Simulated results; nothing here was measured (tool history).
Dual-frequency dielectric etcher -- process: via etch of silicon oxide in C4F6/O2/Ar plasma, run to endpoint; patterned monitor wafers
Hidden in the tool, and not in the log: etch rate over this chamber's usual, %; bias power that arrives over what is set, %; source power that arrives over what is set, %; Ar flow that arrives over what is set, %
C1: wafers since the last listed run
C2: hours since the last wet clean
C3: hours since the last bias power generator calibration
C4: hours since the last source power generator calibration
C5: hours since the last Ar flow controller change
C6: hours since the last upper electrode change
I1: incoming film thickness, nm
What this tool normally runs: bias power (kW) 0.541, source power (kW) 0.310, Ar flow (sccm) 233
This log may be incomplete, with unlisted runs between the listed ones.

{"run": 1, "day": 0.0, "bias power (kW)": 0.541, "source power (kW)": 0.31, "Ar flow (sccm)": 233, "C1": 0, "C2": 92.1, "C3": 1671.7, "C4": 1994.9, "C5": 4722.4, "C6": 2065.7, "I1": 185.0, "endpoint time (s)": 41.9}
{"run": 2, "day": 2.808, "bias power (kW)": 0.541, "source power (kW)": 0.31, "Ar flow (sccm)": 233, "C1": 1213, "C2": 159.5, "C3": 1739.1, "C4": 2062.3, "C5": 4789.8, "C6": 2133.1, "I1": 184.8, "endpoint time (s)": 41.6}
{"run": 3, "day": 4.442, "bias power (kW)": 0.541, "source power (kW)": 0.31, "Ar flow (sccm)": 233, "C1": 705, "C2": 198.7, "C3": 1778.3, "C4": 2101.5, "C5": 4829.0, "C6": 2172.3, "I1": 181.9, "endpoint time (s)": 40.5}
{"run": 4, "day": 7.1, "bias power (kW)": 0.541, "source power (kW)": 0.31, "Ar flow (sccm)": 233, "C1": 1148, "C2": 262.5, "C3": 1842.1, "C4": 2165.3, "C5": 4892.8, "C6": 2236.1, "I1": 183.9, "endpoint time (s)": 41.0}
{"run": 5, "day": 8.233, "bias power (kW)": 0.541, "source power (kW)": 0.31, "Ar flow (sccm)": 233, "C1": 489, "C2": 289.7, "C3": 1869.3, "C4": 2192.5, "C5": 4920.0, "C6": 2263.3, "I1": 184.2, "endpoint time (s)": 40.8}
{"run": 6, "day": 10.108, "bias power (kW)": 0.541, "source power (kW)": 0.31, "Ar flow (sccm)": 233, "C1": 809, "C2": 334.7, "C3": 1914.3, "C4": 2237.5, "C5": 4965.0, "C6": 2308.3, "I1": 184.3, "endpoint time (s)": 40.5}
{"run": 7, "day": 12.788, "bias power (kW)": 0.541, "source power (kW)": 0.31, "Ar flow (sccm)": 233, "C1": 1157, "C2": 399.0, "C3": 1978.6, "C4": 2301.8, "C5": 5029.3, "C6": 2372.6, "I1": 183.1, "endpoint time (s)": 40.0}
{"day": 14.925, "done": "wet clean of the chamber"}
{"run": 8, "day": 14.946, "bias power (kW)": 0.541, "source power (kW)": 0.31, "Ar flow (sccm)": 233, "C1": 500, "C2": 0.5, "C3": 2030.4, "C4": 2353.6, "C5": 5081.1, "C6": 2424.4, "I1": 184.7, "endpoint time (s)": 42.7}
{"run": 9, "day": 15.592, "bias power (kW)": 0.541, "source power (kW)": 0.28, "Ar flow (sccm)": 233, "C1": 278, "C2": 16.0, "C3": 2045.9, "C4": 2369.1, "C5": 5096.6, "C6": 2439.9, "I1": 184.8, "endpoint time (s)": 43.3}
{"run": 10, "day": 17.871, "bias power (kW)": 0.541, "source power (kW)": 0.28, "Ar flow (sccm)": 233, "C1": 984, "C2": 70.7, "C3": 2100.6, "C4": 2423.8, "C5": 5151.3, "C6": 2494.6, "I1": 184.3, "endpoint time (s)": 43.1}
{"run": 11, "day": 19.275, "bias power (kW)": 0.541, "source power (kW)": 0.28, "Ar flow (sccm)": 233, "C1": 606, "C2": 104.4, "C3": 2134.3, "C4": 2457.5, "C5": 5185.0, "C6": 2528.3, "I1": 183.5, "endpoint time (s)": 42.7}
{"day": 19.788, "done": "bias power generator calibrated"}
{"run": 12, "day": 20.421, "bias power (kW)": 0.541, "source power (kW)": 0.31, "Ar flow (sccm)": 233, "C1": 422, "C2": 131.9, "C3": 15.2, "C4": 2485.0, "C5": 5212.5, "C6": 2555.8, "I1": 184.4, "endpoint time (s)": 41.5}
{"run": 13, "day": 22.567, "bias power (kW)": 0.541, "source power (kW)": 0.31, "Ar flow (sccm)": 233, "C1": 926, "C2": 183.4, "C3": 66.7, "C4": 2536.5, "C5": 5264.0, "C6": 2607.3, "I1": 183.9, "endpoint time (s)": 41.7}
{"day": 26.108, "done": "Ar flow controller replaced"}
{"run": 14, "day": 28.496, "bias power (kW)": 0.541, "source power (kW)": 0.34, "Ar flow (sccm)": 213, "C1": 2453, "C2": 325.7, "C3": 209.0, "C4": 2678.8, "C5": 57.3, "C6": 2749.6, "I1": 183.8, "endpoint time (s)": 39.5}
{"run": 15, "day": 30.05, "bias power (kW)": 0.498, "source power (kW)": 0.36, "Ar flow (sccm)": 216, "C1": 671, "C2": 363.0, "C3": 246.3, "C4": 2716.1, "C5": 94.6, "C6": 2786.9, "I1": 184.6, "endpoint time (s)": 40.2}
{"run": 16, "day": 31.321, "bias power (kW)": 0.584, "source power (kW)": 0.31, "Ar flow (sccm)": 194, "C1": 548, "C2": 393.5, "C3": 276.8, "C4": 2746.6, "C5": 125.1, "C6": 2817.4, "I1": 183.6, "endpoint time (s)": 38.1}
{"day": 32.838, "done": "upper electrode replaced, of another model than before"}
{"day": 33.133, "done": "wet clean of the chamber"}
{"day": 33.667, "done": "source power generator calibrated"}
{"run": 17, "day": 36.067, "bias power (kW)": 0.541, "source power (kW)": 0.31, "Ar flow (sccm)": 233, "C1": 1418, "C2": 70.4, "C3": 390.7, "C4": 57.6, "C5": 239.0, "C6": 77.5, "I1": 183.7, "endpoint time (s)": 41.8}
{"run": 18, "day": 38.838, "bias power (kW)": 0.541, "source power (kW)": 0.23, "Ar flow (sccm)": 233, "C1": 1196, "C2": 136.9, "C3": 457.2, "C4": 124.1, "C5": 305.5, "C6": 144.0, "I1": 183.0, "endpoint time (s)": 42.9}
{"run": 19, "day": 39.921, "bias power (kW)": 0.541, "source power (kW)": 0.31, "Ar flow (sccm)": 195, "C1": 467, "C2": 162.9, "C3": 483.2, "C4": 150.1, "C5": 331.5, "C6": 170.0, "I1": 184.7, "endpoint time (s)": 40.4}
{"run": 20, "day": 41.088, "bias power (kW)": 0.428, "source power (kW)": 0.38, "Ar flow (sccm)": 273, "C1": 503, "C2": 190.9, "C3": 511.2, "C4": 178.1, "C5": 359.5, "C6": 198.0, "I1": 185.1, "endpoint time (s)": 48.9}
{"run": 21, "day": 49.817, "bias power (kW)": 0.541, "source power (kW)": 0.31, "Ar flow (sccm)": 233, "C1": 3770, "C2": 400.4, "C3": 720.7, "C4": 387.6, "C5": 569.0, "C6": 407.5, "I1": 183.8, "endpoint time (s)": 40.5}
{"day": 51.954, "done": "wet clean of the chamber"}
{"run": 22, "day": 51.975, "bias power (kW)": 0.461, "source power (kW)": 0.31, "Ar flow (sccm)": 233, "C1": 500, "C2": 0.5, "C3": 772.5, "C4": 439.4, "C5": 620.8, "C6": 459.3, "I1": 184.2, "endpoint time (s)": 47.3}
{"run": 23, "day": 53.867, "bias power (kW)": 0.541, "source power (kW)": 0.31, "Ar flow (sccm)": 248, "C1": 817, "C2": 45.9, "C3": 817.9, "C4": 484.8, "C5": 666.2, "C6": 504.7, "I1": 184.9, "endpoint time (s)": 42.9}
{"run": 24, "day": 56.571, "bias power (kW)": 0.446, "source power (kW)": 0.24, "Ar flow (sccm)": 182, "C1": 1168, "C2": 110.8, "C3": 882.8, "C4": 549.7, "C5": 731.1, "C6": 569.6, "I1": 183.1, "endpoint time (s)": 48.1}

Branching from run 24: 5 alternative next runs. What would each branch give?
{"run": "A", "day": 56.588, "bias power (kW)": 0.541, "source power (kW)": 0.31, "Ar flow (sccm)": 233, "C1": 7, "C2": 111.2, "C3": 883.2, "C4": 550.1, "C5": 731.5, "C6": 570.0, "I1": 184.8, "endpoint time (s)": "?"}
{"run": "B", "day": 56.588, "bias power (kW)": 0.652, "source power (kW)": 0.38, "Ar flow (sccm)": 282, "C1": 7, "C2": 111.2, "C3": 883.2, "C4": 550.1, "C5": 731.5, "C6": 570.0, "I1": 184.8, "endpoint time (s)": "?"}
{"run": "C", "day": 56.588, "bias power (kW)": 0.541, "source power (kW)": 0.31, "Ar flow (sccm)": 284, "C1": 7, "C2": 111.2, "C3": 883.2, "C4": 550.1, "C5": 731.5, "C6": 570.0, "I1": 184.8, "endpoint time (s)": "?"}
{"run": "D", "day": 56.588, "bias power (kW)": 0.583, "source power (kW)": 0.37, "Ar flow (sccm)": 202, "C1": 7, "C2": 111.2, "C3": 883.2, "C4": 550.1, "C5": 731.5, "C6": 570.0, "I1": 184.8, "endpoint time (s)": "?"}
{"run": "E", "day": 56.588, "bias power (kW)": 0.507, "source power (kW)": 0.25, "Ar flow (sccm)": 188, "C1": 7, "C2": 111.2, "C3": 883.2, "C4": 550.1, "C5": 731.5, "C6": 570.0, "I1": 184.8, "endpoint time (s)": "?"}

run=A endpoint_time_(s)=42.0
run=B endpoint_time_(s)=37.0
run=C endpoint_time_(s)=43.2
run=D endpoint_time_(s)=38.0
run=E endpoint_time_(s)=44.0
What these runs would have given with no unlogged condition in the tool:
run=A endpoint_time_(s)=42.5
run=B endpoint_time_(s)=37.4
run=C endpoint_time_(s)=43.7
run=D endpoint_time_(s)=38.5
run=E endpoint_time_(s)=44.5

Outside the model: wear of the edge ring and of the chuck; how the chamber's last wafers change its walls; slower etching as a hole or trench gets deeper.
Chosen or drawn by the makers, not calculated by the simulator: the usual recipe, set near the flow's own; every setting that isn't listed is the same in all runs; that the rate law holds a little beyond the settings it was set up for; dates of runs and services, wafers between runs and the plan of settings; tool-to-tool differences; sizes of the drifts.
